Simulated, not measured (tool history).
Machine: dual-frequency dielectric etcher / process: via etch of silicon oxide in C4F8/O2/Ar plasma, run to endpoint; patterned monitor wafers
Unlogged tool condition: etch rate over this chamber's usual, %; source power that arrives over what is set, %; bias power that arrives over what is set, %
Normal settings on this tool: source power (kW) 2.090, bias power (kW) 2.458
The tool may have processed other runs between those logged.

run,hour,source power (kW),bias power (kW),wafers since the last listed run,hours since the last wet clean,hours since the last source power generator calibration,hours since the last bias power generator calibration,hours since the last upper electrode change,"incoming incoming film thickness, nm",endpoint time (s)
1,0.0,2.090,2.458,0,153.3,1970.2,1150.3,5305.3,775.3,138.7
2,34.1,2.090,2.704,183,187.4,2004.3,1184.4,5339.4,775.9,136.1
3,66.0,2.090,2.704,171,219.3,2036.2,1216.3,5371.3,772.2,134.6
4,82.8,2.320,2.458,90,236.1,2053.0,1233.1,5388.1,775.8,131.8
5,107.0,2.090,2.458,129,260.3,2077.2,1257.3,5412.3,775.6,136.6
6,169.4,2.090,2.458,334,322.7,2139.6,1319.7,5474.7,774.9,134.3
7,186.8,2.090,2.458,93,340.1,2157.0,1337.1,5492.1,784.8,137.1
8,219.6,2.410,2.458,176,372.9,2189.8,1369.9,5524.9,778.5,130.0
9,236.2,2.090,2.458,89,389.5,2206.4,1386.5,5541.5,779.5,136.5
10,265.8,2.090,2.458,158,419.1,2236.0,1416.1,5571.1,781.8,136.4
11,285.8,2.350,2.830,107,439.1,2256.0,1436.1,5591.1,780.1,125.6
# hour 335.5: upper electrode replaced
12,336.0,2.090,2.458,140,489.3,2306.2,1486.3,0.5,777.1,134.7
# hour 363.3: wet clean of the chamber
13,363.8,2.090,2.458,20,0.5,2334.0,1514.1,28.3,775.5,138.4
14,374.1,2.240,2.109,55,10.8,2344.3,1524.4,38.6,792.0,144.3
15,390.3,2.090,2.458,86,27.0,2360.5,1540.6,54.8,778.1,139.6
16,417.8,2.310,2.736,147,54.5,2388.0,1568.1,82.3,782.1,130.5
# hour 431.8: bias power generator calibrated
17,436.4,2.090,3.070,78,73.1,2406.6,4.6,100.9,777.8,131.2
18,458.0,1.650,2.458,115,94.7,2428.2,26.2,122.5,779.9,151.8
# hour 474.0: source power generator calibrated
19,479.6,2.510,3.054,94,116.3,5.6,47.8,144.1,777.1,122.6
20,493.6,1.890,2.076,75,130.3,19.6,61.8,158.1,779.0,148.6
21,521.4,2.560,2.235,149,158.1,47.4,89.6,185.9,778.2,130.3
22,556.0,1.740,2.032,185,192.7,82.0,124.2,220.5,779.0,154.6
23,584.9,2.090,2.458,155,221.6,110.9,153.1,249.4,775.2,138.5
24,601.6,2.090,2.458,89,238.3,127.6,169.8,266.1,785.0,138.3
25,637.2,2.300,2.004,191,273.9,163.2,205.4,301.7,778.9,136.8
26,657.3,1.620,2.004,107,294.0,183.3,225.5,321.8,775.8,154.3
27,687.7,2.560,2.458,163,324.4,213.7,255.9,352.2,778.7,124.5
28,716.6,1.770,1.904,155,353.3,242.6,284.8,381.1,779.9,154.1
29,745.6,2.440,2.973,155,382.3,271.6,313.8,410.1,776.4,121.2
30,757.8,2.090,2.458,65,394.5,283.8,326.0,422.3,778.1,133.3
31,864.2,2.590,2.241,571,500.9,390.2,432.4,528.7,775.5,124.2
32,899.1,2.440,2.458,187,535.8,425.1,467.3,563.6,781.4,124.9
33,911.5,2.510,3.036,66,548.2,437.5,479.7,576.0,776.4,117.3
# hour 948.2: wet clean of the chamber
34,948.7,2.380,3.056,70,0.5,474.7,516.9,613.2,785.4,129.8
35,965.8,1.720,2.458,91,17.6,491.8,534.0,630.3,780.7,152.3
36,985.4,1.760,1.921,105,37.2,511.4,553.6,649.9,773.4,157.4

3 ways to go on from here, each from the tool as it stands after run 36. What would each give?
A,985.9,2.090,2.458,2,37.7,511.9,554.1,650.4,781.0,?
B,985.9,1.650,2.113,2,37.7,511.9,554.1,650.4,781.0,?
C,985.9,2.090,3.053,2,37.7,511.9,554.1,650.4,781.0,?

run,endpoint time (s)
A,141.4
B,158.9
C,134.7
Without the tool's unlogged condition, the same runs would have read:
run,endpoint time (s)
A,141.2
B,158.7
C,134.5
